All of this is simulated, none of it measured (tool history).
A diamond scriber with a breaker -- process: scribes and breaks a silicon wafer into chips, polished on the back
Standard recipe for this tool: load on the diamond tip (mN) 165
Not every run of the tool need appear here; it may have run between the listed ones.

run	hour	load on the diamond tip (mN)	incoming depth of the damage left on the back of the incoming wafer, um	depth of the median crack under the scribed line (nm)	chips rejected at inspection after the break (%)
1	0.0	165	0.05	12860	1.85
2	62.2	165	0.03	12620	1.62
3	163.8	165	0.03	12780	2.19
4	241.8	148	0.05	11680	4.67
5	322.8	148	0.03	11550	5.67
# hour 354.0: diamond tip replaced by a new one
6	378.8	148	0.03	12430	2.34
7	442.6	181	0.03	13710	1.88
8	492.8	181	0.04	13990	1.90
9	540.2	139	0.03	11620	5.03
10	632.5	139	0.03	11740	4.93
11	717.4	139	0.03	11580	5.72
# hour 781.8: load on the tip recalibrated
12	815.3	150	0.02	11960	3.31
13	899.5	150	0.02	11760	4.26
14	985.8	150	0.02	11400	4.65
# hour 1048.3: diamond tip replaced by a new one
15	1058.4	165	0.03	13220	1.51
16	1153.8	154	0.05	12540	1.85
17	1249.1	165	0.02	13220	1.55
18	1333.8	165	0.05	12810	1.56
19	1434.9	165	0.03	12800	1.61
20	1502.5	165	0.02	12800	1.88
21	1542.0	165	0.02	12870	1.66
22	1674.0	179	0.03	13140	1.59
# hour 1716.6: load on the tip recalibrated
23	1779.6	196	0.02	13270	1.79
# hour 1793.1: diamond tip replaced by a new one
24	1857.4	185	0.01	14290	2.63
25	1945.1	134	0.04	11380	6.23
26	1991.0	165	0.03	13030	1.82
27	2067.7	148	0.03	12180	2.52
28	2116.3	209	0.04	15180	5.48
29	2158.7	165	0.01	13050	1.62
30	2200.9	165	0.02	12850	1.75
31	2273.5	202	0.02	14440	3.51
32	2313.2	165	0.02	12830	1.98
33	2387.4	215	0.03	14610	4.00
34	2468.0	184	0.05	12950	1.58
# hour 2565.9: diamond tip replaced by a new one
# hour 2599.2: load on the tip recalibrated
35	2766.7	124	0.03	10800	9.44
36	2841.7	192	0.03	14100	2.78
37	2918.6	207	0.03	14670	4.40
38	2971.4	198	0.02	14370	3.23
39	3011.5	165	0.03	12770	1.73
40	3103.2	117	0.03	10020	14.84
41	3164.5	204	0.02	14230	2.59
42	3229.9	165	0.03	12190	2.74

Consider 3 possible next runs. They are alternatives, not a sequence: every one starts from the tool as it was left by run 42. What does each give?
A	3230.5	208	0.04	?	?
B	3230.5	195	0.04	?	?
C	3230.5	187	0.04	?	?

run	depth of the median crack under the scribed line (nm)	chips rejected at inspection after the break (%)
A	14050	2.27
B	13480	1.49
C	13120	1.32
Without the tool's unlogged condition, the same runs would have read:
run	depth of the median crack under the scribed line (nm)	chips rejected at inspection after the break (%)
A	15160	5.26
B	14540	3.39
C	14160	2.48

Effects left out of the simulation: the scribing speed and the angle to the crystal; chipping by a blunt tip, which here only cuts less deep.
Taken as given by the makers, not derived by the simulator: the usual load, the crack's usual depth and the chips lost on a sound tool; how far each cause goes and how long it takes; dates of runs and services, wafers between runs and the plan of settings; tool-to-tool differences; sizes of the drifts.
